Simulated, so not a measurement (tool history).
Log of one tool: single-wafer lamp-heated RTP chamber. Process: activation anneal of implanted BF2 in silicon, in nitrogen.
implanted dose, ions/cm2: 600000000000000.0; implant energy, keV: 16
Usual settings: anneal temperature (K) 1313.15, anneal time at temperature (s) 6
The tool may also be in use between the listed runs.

| run | hour | anneal temperature (K) | anneal time at temperature (s) | wafers since the last listed run | wafers since the last pyrometer calibration | wafers since the reflector plate was cleaned | hours since the gauge calibration | read-back reference wafer on the same gauge, sheet resistance | sheet resistance of the implanted and annealed layer (ohm/square) |
|---|---|---|---|---|---|---|---|---|---|
| 1 | 0.0 | 1293.15 | 7 | 0 | 1940 | 10930 | 659.9 | 266.30 | 264.12 |
|  | 22.8 | reflector plate cleaned |
|  | 29.1 | gauge calibrated |
| 2 | 54.2 | 1293.15 | 7 | 1050 | 2991 | 713 | 25.1 | 265.92 | 263.35 |
|  | 114.5 | pyrometer window cleaned and pyrometer calibrated |
| 3 | 198.1 | 1293.15 | 7 | 3091 | 1902 | 3805 | 169.0 | 265.82 | 261.55 |
| 4 | 267.8 | 1313.15 | 7 | 1585 | 3487 | 5390 | 238.7 | 266.27 | 245.44 |
| 5 | 308.7 | 1313.15 | 7 | 930 | 4418 | 6320 | 279.6 | 266.12 | 242.41 |
|  | 322.6 | pyrometer window cleaned and pyrometer calibrated |
| 6 | 363.2 | 1313.15 | 3 | 1057 | 924 | 7378 | 334.1 | 265.19 | 263.00 |
| 7 | 387.2 | 1295.15 | 7 | 545 | 1470 | 7924 | 358.1 | 265.42 | 264.22 |
| 8 | 417.6 | 1295.15 | 7 | 691 | 2161 | 8616 | 388.5 | 266.89 | 266.48 |
| 9 | 443.4 | 1295.15 | 7 | 586 | 2748 | 9202 | 414.3 | 265.88 | 262.22 |
|  | 471.7 | reflector plate cleaned |
| 10 | 473.7 | 1313.15 | 6 | 507 | 3255 | 44 | 444.6 | 265.93 | 248.00 |
|  | 537.5 | pyrometer window cleaned and pyrometer calibrated |
| 11 | 538.0 | 1313.15 | 6 | 1280 | 11 | 1325 | 508.9 | 266.37 | 252.76 |
| 12 | 568.8 | 1313.15 | 6 | 700 | 712 | 2025 | 539.7 | 265.98 | 251.19 |
| 13 | 611.8 | 1313.15 | 8 | 978 | 1690 | 3003 | 582.7 | 265.27 | 244.97 |
| 14 | 683.4 | 1337.15 | 5 | 1628 | 3319 | 4632 | 654.3 | 265.96 | 237.58 |
|  | 732.5 | pyrometer window cleaned and pyrometer calibrated |
| 15 | 733.0 | 1313.15 | 6 | 946 | 11 | 5578 | 703.9 | 265.09 | 255.10 |
| 16 | 753.6 | 1323.15 | 7 | 468 | 479 | 6047 | 724.5 | 266.32 | 244.97 |
|  | 777.8 | gauge calibrated |
| 17 | 779.0 | 1340.15 | 3 | 577 | 1057 | 6625 | 1.2 | 266.48 | 247.15 |
| 18 | 838.9 | 1321.15 | 8 | 1362 | 2419 | 7987 | 61.1 | 265.46 | 241.16 |
|  | 859.9 | reflector plate cleaned |
| 19 | 879.6 | 1337.15 | 4 | 743 | 3163 | 448 | 101.8 | 265.97 | 241.40 |
| 20 | 917.8 | 1292.15 | 3 | 868 | 4032 | 1317 | 140.0 | 265.70 | 276.14 |
|  | 933.1 | pyrometer window cleaned and pyrometer calibrated |
| 21 | 962.8 | 1313.15 | 6 | 841 | 675 | 2158 | 185.0 | 266.98 | 252.99 |
| 22 | 1000.3 | 1287.15 | 5 | 852 | 1528 | 3011 | 222.5 | 265.93 | 274.50 |
| 23 | 1035.2 | 1288.15 | 4 | 793 | 2322 | 3805 | 257.4 | 266.39 | 278.38 |
| 24 | 1062.9 | 1287.15 | 10 | 630 | 2952 | 4435 | 285.1 | 265.80 | 260.32 |
| 25 | 1112.7 | 1340.15 | 6 | 1132 | 4085 | 5568 | 334.9 | 265.44 | 230.91 |

Some steps in sheet resistance of the implanted and annealed layer (ohm/square) between neighbouring runs. How much of each would the tool show without its hidden state too (settings, what came in, random variation), and how much is left for the hidden state, with any gauge scatter that isn't in both results?
The hidden state here: true wafer temperature minus pyrometer reading, K; wafer temperature error from the tarnished reflector plate, K; gauge reads high (%).
Run 5 -> 6: anneal time at temperature (s) 7 -> 3, pyrometer window cleaned and pyrometer calibrated. sheet resistance of the implanted and annealed layer (ohm/square) +20.59: hidden state +6.79, all else +13.80.
Run 19 -> 20: anneal temperature (K) 1337.15 -> 1292.15, anneal time at temperature (s) 4 -> 3. sheet resistance of the implanted and annealed layer (ohm/square) +34.74: hidden state -4.51, all else +39.25.
Run 20 -> 21: anneal temperature (K) 1292.15 -> 1313.15, anneal time at temperature (s) 3 -> 6, pyrometer window cleaned and pyrometer calibrated. sheet resistance of the implanted and annealed layer (ohm/square) -23.15: hidden state +6.37, all else -29.52.
Run 24 -> 25: anneal temperature (K) 1287.15 -> 1340.15, anneal time at temperature (s) 10 -> 6. sheet resistance of the implanted and annealed layer (ohm/square) -29.41: hidden state -0.06, all else -29.35.
